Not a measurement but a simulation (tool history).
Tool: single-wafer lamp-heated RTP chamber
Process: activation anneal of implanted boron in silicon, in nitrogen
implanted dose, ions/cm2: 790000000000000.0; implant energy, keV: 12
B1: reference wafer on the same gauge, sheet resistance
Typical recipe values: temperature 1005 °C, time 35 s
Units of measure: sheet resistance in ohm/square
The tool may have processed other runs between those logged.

{"run": 1, "hour": 0.0, "temperature": 1005, "time": 35, "B1": 127.97, "sheet resistance": 149.17}
{"run": 2, "hour": 12.6, "temperature": 1005, "time": 35, "B1": 128.0, "sheet resistance": 148.77}
{"run": 3, "hour": 20.6, "temperature": 1005, "time": 35, "B1": 127.93, "sheet resistance": 149.07}
{"run": 4, "hour": 37.5, "temperature": 1005, "time": 35, "B1": 127.97, "sheet resistance": 149.15}
{"hour": 51.9, "done": "gauge calibrated"}
{"run": 5, "hour": 52.8, "temperature": 1005, "time": 41, "B1": 128.03, "sheet resistance": 148.14}
{"run": 6, "hour": 66.7, "temperature": 1005, "time": 29, "B1": 128.04, "sheet resistance": 149.13}
{"run": 7, "hour": 78.1, "temperature": 1005, "time": 44, "B1": 127.92, "sheet resistance": 147.93}
{"run": 8, "hour": 84.9, "temperature": 982, "time": 49, "B1": 128.0, "sheet resistance": 151.87}
{"run": 9, "hour": 99.4, "temperature": 1005, "time": 35, "B1": 127.95, "sheet resistance": 148.73}
{"run": 10, "hour": 110.5, "temperature": 1028, "time": 50, "B1": 128.02, "sheet resistance": 144.75}
{"hour": 125.9, "done": "reflector plate cleaned"}
{"hour": 128.6, "done": "pyrometer window cleaned and pyrometer calibrated"}
{"run": 11, "hour": 129.1, "temperature": 1005, "time": 35, "B1": 127.97, "sheet resistance": 150.48}
{"run": 12, "hour": 134.6, "temperature": 1019, "time": 15, "B1": 127.98, "sheet resistance": 150.26}
{"run": 13, "hour": 151.9, "temperature": 1005, "time": 51, "B1": 128.01, "sheet resistance": 148.5}
{"hour": 160.5, "done": "gauge calibrated"}
{"run": 14, "hour": 167.8, "temperature": 980, "time": 52, "B1": 128.0, "sheet resistance": 154.7}

Here are 5 independent what-if runs from the current tool condition. What would each one return?
{"run": "A", "hour": 168.2, "temperature": 1005, "time": 35, "B1": "?", "sheet resistance": "?"}
{"run": "B", "hour": 168.2, "temperature": 1005, "time": 26, "B1": "?", "sheet resistance": "?"}
{"run": "C", "hour": 168.2, "temperature": 985, "time": 52, "B1": "?", "sheet resistance": "?"}
{"run": "D", "hour": 168.2, "temperature": 1015, "time": 20, "B1": "?", "sheet resistance": "?"}
{"run": "E", "hour": 168.2, "temperature": 977, "time": 53, "B1": "?", "sheet resistance": "?"}

run=A B1=128.03 sheet_resistance=149.91
run=B B1=128.03 sheet_resistance=150.72
run=C B1=128.03 sheet_resistance=153.39
run=D B1=128.03 sheet_resistance=149.84
run=E B1=128.03 sheet_resistance=156.34
Without the tool's unlogged condition, the same runs would have read:
run=A sheet_resistance=150.65
run=B sheet_resistance=151.50
run=C sheet_resistance=154.89
run=D sheet_resistance=150.44
run=E sheet_resistance=158.35
